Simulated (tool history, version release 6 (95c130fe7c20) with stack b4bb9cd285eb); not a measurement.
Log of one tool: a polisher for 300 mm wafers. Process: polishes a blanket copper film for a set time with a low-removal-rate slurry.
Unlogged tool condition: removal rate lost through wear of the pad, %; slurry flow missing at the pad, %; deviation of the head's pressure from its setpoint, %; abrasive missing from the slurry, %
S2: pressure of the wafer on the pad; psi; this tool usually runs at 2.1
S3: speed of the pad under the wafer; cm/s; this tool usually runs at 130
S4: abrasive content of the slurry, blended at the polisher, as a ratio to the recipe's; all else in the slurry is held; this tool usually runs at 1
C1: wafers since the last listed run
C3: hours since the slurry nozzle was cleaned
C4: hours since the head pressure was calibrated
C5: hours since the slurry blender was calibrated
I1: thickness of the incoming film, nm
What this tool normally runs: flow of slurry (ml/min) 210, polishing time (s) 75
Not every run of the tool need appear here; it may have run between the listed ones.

run 1 hour=0 | flow_of_slurry_(ml/min)=210 S2=2.1 S3=130 S4=1 polishing_time_(s)=75 | C1=0 wafers_polished_on_this_pad=866 C3=346.3 C4=1120.1 C5=61.7 | I1=1317.8 | film_removed_(angstrom)=1827
-- hour=15.3 worn pad replaced by a new one
run 2 hour=29.3 | flow_of_slurry_(ml/min)=235 S2=2.1 S3=130 S4=1 polishing_time_(s)=75 | C1=218 wafers_polished_on_this_pad=120 C3=375.6 C4=1149.4 C5=91 | I1=1302.1 | film_removed_(angstrom)=1900
run 3 hour=55.9 | flow_of_slurry_(ml/min)=235 S2=2.1 S3=130 S4=1 polishing_time_(s)=75 | C1=229 wafers_polished_on_this_pad=349 C3=402.2 C4=1176 C5=117.6 | I1=1287.3 | film_removed_(angstrom)=1881
run 4 hour=90.3 | flow_of_slurry_(ml/min)=210 S2=2.1 S3=130 S4=1 polishing_time_(s)=75 | C1=296 wafers_polished_on_this_pad=645 C3=436.6 C4=1210.4 C5=152 | I1=1308 | film_removed_(angstrom)=1851
run 5 hour=103.6 | flow_of_slurry_(ml/min)=210 S2=2.1 S3=130 S4=1 polishing_time_(s)=75 | C1=114 wafers_polished_on_this_pad=760 C3=449.9 C4=1223.7 C5=165.3 | I1=1308.6 | film_removed_(angstrom)=1831
run 6 hour=136.5 | flow_of_slurry_(ml/min)=210 S2=2.1 S3=130 S4=1 polishing_time_(s)=75 | C1=283 wafers_polished_on_this_pad=1043 C3=482.8 C4=1256.6 C5=198.2 | I1=1301.2 | film_removed_(angstrom)=1831
-- hour=147.1 slurry blender recalibrated
-- hour=149 worn pad replaced by a new one
-- hour=172 slurry nozzle cleaned
run 7 hour=177.1 | flow_of_slurry_(ml/min)=210 S2=2.1 S3=130 S4=1 polishing_time_(s)=60 | C1=307 wafers_polished_on_this_pad=233 C3=5.1 C4=1297.2 C5=30 | I1=1311.1 | film_removed_(angstrom)=1525
-- hour=207.7 head pressure recalibrated
run 8 hour=212.3 | flow_of_slurry_(ml/min)=210 S2=2.1 S3=130 S4=1 polishing_time_(s)=60 | C1=286 wafers_polished_on_this_pad=519 C3=40.3 C4=4.6 C5=65.2 | I1=1296.3 | film_removed_(angstrom)=1510
run 9 hour=224.9 | flow_of_slurry_(ml/min)=210 S2=2.1 S3=130 S4=0.85 polishing_time_(s)=75 | C1=108 wafers_polished_on_this_pad=628 C3=52.9 C4=17.2 C5=77.8 | I1=1308.9 | film_removed_(angstrom)=1773
run 10 hour=246.7 | flow_of_slurry_(ml/min)=210 S2=2.1 S3=162 S4=1 polishing_time_(s)=63 | C1=187 wafers_polished_on_this_pad=816 C3=74.7 C4=39 C5=99.6 | I1=1294.3 | film_removed_(angstrom)=1898
run 11 hour=258.9 | flow_of_slurry_(ml/min)=210 S2=2.1 S3=130 S4=1 polishing_time_(s)=75 | C1=105 wafers_polished_on_this_pad=921 C3=86.9 C4=51.2 C5=111.8 | I1=1303.7 | film_removed_(angstrom)=1835

Expected results for the next run?
-- hour=269.7 worn pad replaced by a new one
run 12 hour=279.5 | flow_of_slurry_(ml/min)=210 S2=2.1 S3=110 S4=1 polishing_time_(s)=65 | C1=143 wafers_polished_on_this_pad=84 C3=107.5 C4=71.8 C5=132.4 | I1=1296.6 | film_removed_(angstrom)=?

{"run 12": {"film removed (angstrom)": 1391}}
Minus the tool's unlogged condition, the same run would have read film removed (angstrom) 1397.
